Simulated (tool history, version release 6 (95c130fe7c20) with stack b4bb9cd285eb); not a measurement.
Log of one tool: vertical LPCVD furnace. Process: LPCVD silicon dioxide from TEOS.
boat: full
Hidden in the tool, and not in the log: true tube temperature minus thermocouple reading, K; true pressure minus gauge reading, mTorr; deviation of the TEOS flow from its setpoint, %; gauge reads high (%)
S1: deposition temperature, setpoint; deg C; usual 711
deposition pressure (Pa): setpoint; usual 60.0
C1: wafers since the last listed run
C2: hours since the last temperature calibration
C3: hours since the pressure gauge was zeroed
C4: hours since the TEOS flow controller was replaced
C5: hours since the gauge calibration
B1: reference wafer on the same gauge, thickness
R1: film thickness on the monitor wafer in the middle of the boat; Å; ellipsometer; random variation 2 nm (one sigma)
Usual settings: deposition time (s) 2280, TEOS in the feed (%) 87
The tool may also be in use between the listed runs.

{"run": 1, "hour": 0.0, "S1": 711, "deposition pressure (Pa)": 60.0, "deposition time (s)": 2280, "TEOS in the feed (%)": 87, "C1": 0, "C2": 3082.7, "C3": 4246.1, "C4": 2061.1, "C5": 1331.1, "B1": 564.96, "R1": 5226.8}
{"run": 2, "hour": 75.5, "S1": 711, "deposition pressure (Pa)": 60.0, "deposition time (s)": 2280, "TEOS in the feed (%)": 87, "C1": 1512, "C2": 3158.2, "C3": 4321.6, "C4": 2136.6, "C5": 1406.6, "B1": 565.99, "R1": 5246.5}
{"run": 3, "hour": 130.5, "S1": 711, "deposition pressure (Pa)": 60.0, "deposition time (s)": 2280, "TEOS in the feed (%)": 87, "C1": 1101, "C2": 3213.2, "C3": 4376.6, "C4": 2191.6, "C5": 1461.6, "B1": 564.79, "R1": 5205.6}
{"run": 4, "hour": 193.2, "S1": 711, "deposition pressure (Pa)": 60.0, "deposition time (s)": 2280, "TEOS in the feed (%)": 87, "C1": 1256, "C2": 3275.9, "C3": 4439.3, "C4": 2254.3, "C5": 1524.3, "B1": 565.21, "R1": 5221.9}
{"hour": 334.1, "done": "TEOS flow controller replaced"}
{"run": 5, "hour": 334.6, "S1": 711, "deposition pressure (Pa)": 60.0, "deposition time (s)": 2280, "TEOS in the feed (%)": 87, "C1": 2351, "C2": 3417.3, "C3": 4580.7, "C4": 0.5, "C5": 1665.7, "B1": 565.77, "R1": 5243.3}
{"run": 6, "hour": 420.3, "S1": 711, "deposition pressure (Pa)": 60.0, "deposition time (s)": 2070, "TEOS in the feed (%)": 87, "C1": 1716, "C2": 3503.0, "C3": 4666.4, "C4": 86.2, "C5": 1751.4, "B1": 564.54, "R1": 4753.5}
{"run": 7, "hour": 525.6, "S1": 711, "deposition pressure (Pa)": 60.0, "deposition time (s)": 2070, "TEOS in the feed (%)": 87, "C1": 2109, "C2": 3608.3, "C3": 4771.7, "C4": 191.5, "C5": 1856.7, "B1": 565.8, "R1": 4779.0}
{"run": 8, "hour": 573.4, "S1": 711, "deposition pressure (Pa)": 60.0, "deposition time (s)": 2280, "TEOS in the feed (%)": 87, "C1": 957, "C2": 3656.1, "C3": 4819.5, "C4": 239.3, "C5": 1904.5, "B1": 565.65, "R1": 5254.1}
{"run": 9, "hour": 614.6, "S1": 711, "deposition pressure (Pa)": 60.0, "deposition time (s)": 2280, "TEOS in the feed (%)": 87, "C1": 825, "C2": 3697.3, "C3": 4860.7, "C4": 280.5, "C5": 1945.7, "B1": 564.6, "R1": 5222.9}
{"run": 10, "hour": 700.0, "S1": 711, "deposition pressure (Pa)": 60.0, "deposition time (s)": 2280, "TEOS in the feed (%)": 87, "C1": 1710, "C2": 3782.7, "C3": 4946.1, "C4": 365.9, "C5": 2031.1, "B1": 564.7, "R1": 5230.0}
{"run": 11, "hour": 814.0, "S1": 723, "deposition pressure (Pa)": 47.3, "deposition time (s)": 1980, "TEOS in the feed (%)": 87, "C1": 2283, "C2": 3896.7, "C3": 5060.1, "C4": 479.9, "C5": 2145.1, "B1": 564.87, "R1": 5319.8}
{"run": 12, "hour": 897.9, "S1": 708, "deposition pressure (Pa)": 60.0, "deposition time (s)": 1440, "TEOS in the feed (%)": 87, "C1": 1680, "C2": 3980.6, "C3": 5144.0, "C4": 563.8, "C5": 2229.0, "B1": 566.3, "R1": 3107.0}
{"run": 13, "hour": 973.0, "S1": 711, "deposition pressure (Pa)": 60.0, "deposition time (s)": 2280, "TEOS in the feed (%)": 87, "C1": 1504, "C2": 4055.7, "C3": 5219.1, "C4": 638.9, "C5": 2304.1, "B1": 564.15, "R1": 5268.0}
{"run": 14, "hour": 1059.6, "S1": 706, "deposition pressure (Pa)": 60.0, "deposition time (s)": 3090, "TEOS in the feed (%)": 77, "C1": 1734, "C2": 4142.3, "C3": 5305.7, "C4": 725.5, "C5": 2390.7, "B1": 565.41, "R1": 5990.6}
{"run": 15, "hour": 1098.0, "S1": 715, "deposition pressure (Pa)": 60.0, "deposition time (s)": 2280, "TEOS in the feed (%)": 87, "C1": 769, "C2": 4180.7, "C3": 5344.1, "C4": 763.9, "C5": 2429.1, "B1": 564.98, "R1": 5768.6}
{"hour": 1134.8, "done": "gauge calibrated"}
{"hour": 1154.4, "done": "thermocouples replaced and temperature profile calibrated"}
{"hour": 1164.2, "done": "pressure gauge zeroed"}
{"run": 16, "hour": 1191.2, "S1": 715, "deposition pressure (Pa)": 60.0, "deposition time (s)": 2280, "TEOS in the feed (%)": 75, "C1": 1189, "C2": 36.8, "C3": 27.0, "C4": 857.1, "C5": 56.4, "B1": 565.14, "R1": 5432.5}

Run 17 comes next. What will it give?
{"run": 17, "hour": 1290.2, "S1": 700, "deposition pressure (Pa)": 68.7, "deposition time (s)": 2280, "TEOS in the feed (%)": 78, "C1": 1983, "C2": 135.8, "C3": 126.0, "C4": 956.1, "C5": 155.4, "B1": "?", "R1": "?"}

Run 17 gave B1 564.73, R1 4161.8 Å.
Without the tool's hidden state the same run would have given R1 4049.0 Å.
